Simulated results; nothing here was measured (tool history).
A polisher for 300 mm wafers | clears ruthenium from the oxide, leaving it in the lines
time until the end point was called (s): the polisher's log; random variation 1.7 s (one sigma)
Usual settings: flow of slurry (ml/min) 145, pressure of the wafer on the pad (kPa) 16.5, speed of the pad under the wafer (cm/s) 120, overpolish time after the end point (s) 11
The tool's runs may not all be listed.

run,hour,flow of slurry (ml/min),pressure of the wafer on the pad (kPa),speed of the pad under the wafer (cm/s),overpolish time after the end point (s),wafers since the last listed run,wafers polished on this pad,hours since the slurry nozzle was cleaned,hours since the head pressure was calibrated,"incoming thickness of the incoming film, nm",time until the end point was called (s)
1,0.0,145,16.5,86,11,0,70,336.3,460.8,191.8,158.3
# hour 7.2: slurry nozzle cleaned
2,7.6,145,16.5,86,11,27,98,0.4,468.4,192.7,158.4
3,16.5,130,16.5,120,11,37,136,9.3,477.3,196.8,132.3
4,23.2,145,16.5,120,11,28,164,16.0,484.0,198.3,127.4
5,34.5,145,16.5,120,11,47,212,27.3,495.3,193.7,126.7
6,48.8,145,16.5,120,11,60,272,41.6,509.6,196.5,127.6
7,61.8,145,16.5,120,11,54,327,54.6,522.6,195.2,129.5
8,76.0,145,16.5,120,11,59,387,68.8,536.8,192.1,123.4
9,88.2,145,16.5,120,11,51,438,81.0,549.0,193.5,124.8
10,102.2,145,16.5,140,11,59,497,95.0,563.0,194.1,113.2
11,111.2,145,16.5,120,6,37,535,104.0,572.0,196.9,129.6
12,118.1,145,16.5,120,6,29,565,110.9,578.9,196.2,129.2
13,133.4,145,16.5,120,6,64,629,126.2,594.2,193.3,124.5
14,139.9,145,16.5,120,11,27,657,132.7,600.7,195.0,126.1
15,151.5,145,16.5,120,11,48,706,144.3,612.3,192.0,124.3
16,161.5,145,16.5,120,11,42,748,154.3,622.3,196.8,126.8
# hour 179.6: head pressure recalibrated
# hour 197.4: worn pad replaced by a new one
17,202.3,145,16.5,92,11,146,20,195.1,22.7,193.4,148.3
18,210.5,105,14.5,120,11,34,55,203.3,30.9,195.4,152.3
19,216.5,145,16.5,120,8,25,80,209.3,36.9,193.7,126.4
20,233.8,160,20.0,120,4,73,153,226.6,54.2,195.7,103.1
21,243.6,185,16.5,120,11,41,194,236.4,64.0,195.6,120.4
22,277.4,130,12.4,150,13,142,337,270.2,97.8,193.6,143.0
23,284.9,145,16.5,120,11,31,369,277.7,105.3,196.1,128.4
24,297.3,145,11.0,120,14,52,421,290.1,117.7,195.6,186.3
25,309.5,145,16.5,96,11,51,473,302.3,129.9,195.5,151.1
# hour 315.5: slurry nozzle cleaned
26,326.9,145,16.5,120,11,69,542,11.4,147.3,197.2,130.5
27,340.2,145,16.5,120,8,56,598,24.7,160.6,194.7,128.5
28,392.4,105,16.5,120,11,220,818,76.9,212.8,192.7,131.8
29,403.8,145,11.7,120,11,48,866,88.3,224.2,197.2,178.7
# hour 417.1: worn pad replaced by a new one
30,417.6,120,20.7,140,8,41,2,102.1,238.0,192.2,92.2
31,429.0,195,13.8,120,15,48,50,113.5,249.4,198.9,145.8
32,442.1,160,19.3,136,16,55,105,126.6,262.5,194.6,97.4

The tool's hidden state at each run:
removal rate lost through wear of the pad, %: 0 in every run
slurry flow missing at the pad, %: 0 in every run
deviation of the head's pressure from its setpoint, %: 0 in every run
